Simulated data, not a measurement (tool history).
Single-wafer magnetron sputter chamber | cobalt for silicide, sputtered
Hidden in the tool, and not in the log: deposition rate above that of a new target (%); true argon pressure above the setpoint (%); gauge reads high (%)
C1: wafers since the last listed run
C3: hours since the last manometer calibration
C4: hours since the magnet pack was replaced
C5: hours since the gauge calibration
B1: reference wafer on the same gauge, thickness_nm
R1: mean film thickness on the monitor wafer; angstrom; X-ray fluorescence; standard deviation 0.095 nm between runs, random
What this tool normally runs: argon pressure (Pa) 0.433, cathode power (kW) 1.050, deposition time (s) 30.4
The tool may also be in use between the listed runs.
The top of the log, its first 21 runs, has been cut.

Run 22, hour 295.1: usual settings but argon pressure (Pa) 0.490, cathode power (kW) 0.800, deposition time (s) 26.3; C1 389; wafers on the sputter target 2597; C3 251.7; C4 244.3; C5 159.6; B1 15.293. Result: R1 109.04 angstrom.
Run 23, hour 311.1: usual settings; C1 409; wafers on the sputter target 3007; C3 267.7; C4 260.3; C5 175.6; B1 15.289. Result: R1 167.55 angstrom.
Run 24, hour 326.6: usual settings but deposition time (s) 32.3; C1 397; wafers on the sputter target 3404; C3 283.2; C4 275.8; C5 191.1; B1 15.297. Result: R1 179.01 angstrom.
Run 25, hour 335.2: usual settings; C1 220; wafers on the sputter target 3624; C3 291.8; C4 284.4; C5 199.7; B1 15.312. Result: R1 167.53 angstrom.
Run 26, hour 342.8: usual settings but argon pressure (Pa) 0.276, deposition time (s) 32.7; C1 194; wafers on the sputter target 3819; C3 299.4; C4 292.0; C5 207.3; B1 15.306. Result: R1 190.14 angstrom.
Run 27, hour 360.3: usual settings but deposition time (s) 31.9; C1 448; wafers on the sputter target 4267; C3 316.9; C4 309.5; C5 224.8; B1 15.324. Result: R1 173.95 angstrom.
Run 28, hour 397.7: usual settings but argon pressure (Pa) 0.599, deposition time (s) 36.5; C1 958; wafers on the sputter target 5225; C3 354.3; C4 346.9; C5 262.2; B1 15.305. Result: R1 184.83 angstrom.
At hour 412.9: sputter target and shields replaced.
Run 29, hour 413.4: usual settings but argon pressure (Pa) 0.567, deposition time (s) 25.1; C1 197; wafers on the sputter target 11; C3 370.0; C4 362.6; C5 277.9; B1 15.315. Result: R1 139.17 angstrom.
Run 30, hour 419.6: usual settings but argon pressure (Pa) 0.302; C1 158; wafers on the sputter target 170; C3 376.2; C4 368.8; C5 284.1; B1 15.282. Result: R1 185.73 angstrom.
Run 31, hour 426.2: usual settings but argon pressure (Pa) 0.497, cathode power (kW) 0.950, deposition time (s) 36.1; C1 169; wafers on the sputter target 339; C3 382.8; C4 375.4; C5 290.7; B1 15.301. Result: R1 182.88 angstrom.
Run 32, hour 433.8: usual settings but argon pressure (Pa) 0.326; C1 194; wafers on the sputter target 534; C3 390.4; C4 383.0; C5 298.3; B1 15.303. Result: R1 181.04 angstrom.
Run 33, hour 451.8: usual settings but argon pressure (Pa) 0.272; C1 461; wafers on the sputter target 995; C3 408.4; C4 401.0; C5 316.3; B1 15.283. Result: R1 184.46 angstrom.
Run 34, hour 469.0: usual settings but argon pressure (Pa) 0.272, cathode power (kW) 1.300, deposition time (s) 24.5; C1 440; wafers on the sputter target 1435; C3 425.6; C4 418.2; C5 333.5; B1 15.293. Result: R1 180.55 angstrom.

Alternative continuations, all from the tool just after run 34; predict every row:
Run A, hour 469.4: usual settings but cathode power (kW) 1.250; C1 10; wafers on the sputter target 1446; C3 426.0; C4 418.6; C5 333.9; B1 ?. Result: R1 ?.
Run B, hour 469.4: usual settings but deposition time (s) 25.6; C1 10; wafers on the sputter target 1446; C3 426.0; C4 418.6; C5 333.9; B1 ?. Result: R1 ?.
Run C, hour 469.4: usual settings but argon pressure (Pa) 0.525, cathode power (kW) 1.150, deposition time (s) 26.1; C1 10; wafers on the sputter target 1446; C3 426.0; C4 418.6; C5 333.9; B1 ?. Result: R1 ?.
Run D, hour 469.4: usual settings but argon pressure (Pa) 0.300, cathode power (kW) 1.250, deposition time (s) 26.1; C1 10; wafers on the sputter target 1446; C3 426.0; C4 418.6; C5 333.9; B1 ?. Result: R1 ?.
Run E, hour 469.4: usual settings but argon pressure (Pa) 0.388, cathode power (kW) 0.850; C1 10; wafers on the sputter target 1446; C3 426.0; C4 418.6; C5 333.9; B1 ?. Result: R1 ?.

run      B1      R1
  A  15.304  204.67
  B  15.304  144.77
  C  15.304  155.68
  D  15.304  185.73
  E  15.304  141.79
With no hidden state in the tool, these same runs would have given:
run      R1
  A  214.03
  B  151.40
  C  162.80
  D  194.23
  E  148.28

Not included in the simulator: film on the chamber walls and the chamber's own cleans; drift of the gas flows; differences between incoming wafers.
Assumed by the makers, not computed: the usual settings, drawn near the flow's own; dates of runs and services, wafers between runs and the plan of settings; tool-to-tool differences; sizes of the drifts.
